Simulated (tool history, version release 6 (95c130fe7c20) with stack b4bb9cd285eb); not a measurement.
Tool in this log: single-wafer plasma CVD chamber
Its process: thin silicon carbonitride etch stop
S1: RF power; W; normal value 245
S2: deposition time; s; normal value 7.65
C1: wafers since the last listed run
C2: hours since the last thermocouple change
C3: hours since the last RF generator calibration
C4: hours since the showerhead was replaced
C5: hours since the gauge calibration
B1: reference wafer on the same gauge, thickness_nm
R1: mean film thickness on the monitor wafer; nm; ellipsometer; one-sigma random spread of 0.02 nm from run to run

| run | hour | S1 | S2 | C1 | C2 | C3 | C4 | C5 | B1 | R1 |
|---|---|---|---|---|---|---|---|---|---|---|
| 1 | 0 | 245 | 7.65 | 0 | 1160.7 | 863.5 | 3445.8 | 1500 | 4.333 | 4.78 |
| 2 | 73.5 | 245 | 7.65 | 1312 | 1234.2 | 937 | 3519.3 | 1573.5 | 4.332 | 4.744 |
| 3 | 153.3 | 245 | 7.65 | 1425 | 1314 | 1016.8 | 3599.1 | 1653.3 | 4.327 | 4.76 |
| 4 | 218.6 | 245 | 7.65 | 1166 | 1379.3 | 1082.1 | 3664.4 | 1718.6 | 4.332 | 4.766 |
| 5 | 266.8 | 245 | 7.65 | 860 | 1427.5 | 1130.3 | 3712.6 | 1766.8 | 4.328 | 4.736 |
| 6 | 343.8 | 245 | 7.65 | 1375 | 1504.5 | 1207.3 | 3789.6 | 1843.8 | 4.328 | 4.772 |
| 7 | 408.5 | 245 | 7.65 | 1155 | 1569.2 | 1272 | 3854.3 | 1908.5 | 4.329 | 4.765 |
| 8 | 582.7 | 245 | 7.65 | 3110 | 1743.4 | 1446.2 | 4028.5 | 2082.7 | 4.33 | 4.764 |
|  | 785.8 | thermocouple changed; heater temperature recalibrated |
| 9 | 786.3 | 245 | 7.65 | 3493 | 0.5 | 1649.8 | 4232.1 | 2286.3 | 4.331 | 4.737 |
| 10 | 838.7 | 245 | 7.65 | 935 | 52.9 | 1702.2 | 4284.5 | 2338.7 | 4.331 | 4.712 |
| 11 | 914.2 | 245 | 7.65 | 1348 | 128.4 | 1777.7 | 4360 | 2414.2 | 4.333 | 4.762 |
|  | 1044.2 | gauge calibrated |
| 12 | 1204 | 245 | 7.65 | 5175 | 418.2 | 2067.5 | 4649.8 | 159.8 | 4.331 | 4.73 |
| 13 | 1266 | 245 | 7.65 | 1107 | 480.2 | 2129.5 | 4711.8 | 221.8 | 4.33 | 4.754 |
|  | 1292.8 | RF generator calibrated |
| 14 | 1361.2 | 245 | 7.29 | 1557 | 575.4 | 68.4 | 4807 | 317 | 4.329 | 4.619 |
| 15 | 1400.8 | 245 | 7.29 | 707 | 615 | 108 | 4846.6 | 356.6 | 4.331 | 4.629 |
| 16 | 1484.4 | 255 | 7.2 | 1492 | 698.6 | 191.6 | 4930.2 | 440.2 | 4.328 | 4.571 |
| 17 | 1565.1 | 225 | 9.1 | 1441 | 779.3 | 272.3 | 5010.9 | 520.9 | 4.33 | 5.585 |
| 18 | 1634.2 | 200 | 7.65 | 1234 | 848.4 | 341.4 | 5080 | 590 | 4.327 | 4.584 |
| 19 | 1704.4 | 270 | 6.53 | 1253 | 918.6 | 411.6 | 5150.2 | 660.2 | 4.33 | 4.202 |
|  | 1741.9 | showerhead replaced |
| 20 | 1764.6 | 265 | 8.71 | 932 | 978.8 | 471.8 | 22.7 | 720.4 | 4.329 | 5.646 |
| 21 | 1870.7 | 245 | 7.29 | 1894 | 1084.9 | 577.9 | 128.8 | 826.5 | 4.333 | 4.616 |
| 22 | 1940.2 | 195 | 8.26 | 1241 | 1154.4 | 647.4 | 198.3 | 896 | 4.328 | 4.91 |
| 23 | 2038.4 | 215 | 8.61 | 1753 | 1252.6 | 745.6 | 296.5 | 994.2 | 4.329 | 5.234 |
| 24 | 2082.4 | 245 | 7.65 | 785 | 1296.6 | 789.6 | 340.5 | 1038.2 | 4.329 | 4.769 |

What will run 25 give?
| 25 | 2151.6 | 215 | 8.27 | 1235 | 1365.8 | 858.8 | 409.7 | 1107.4 | ? | ? |

B1: 4.332
R1: 5.023 nm
Take away the tool's hidden state, keep the run-to-run variation as it was, and the same run would have given R1 5.103 nm.
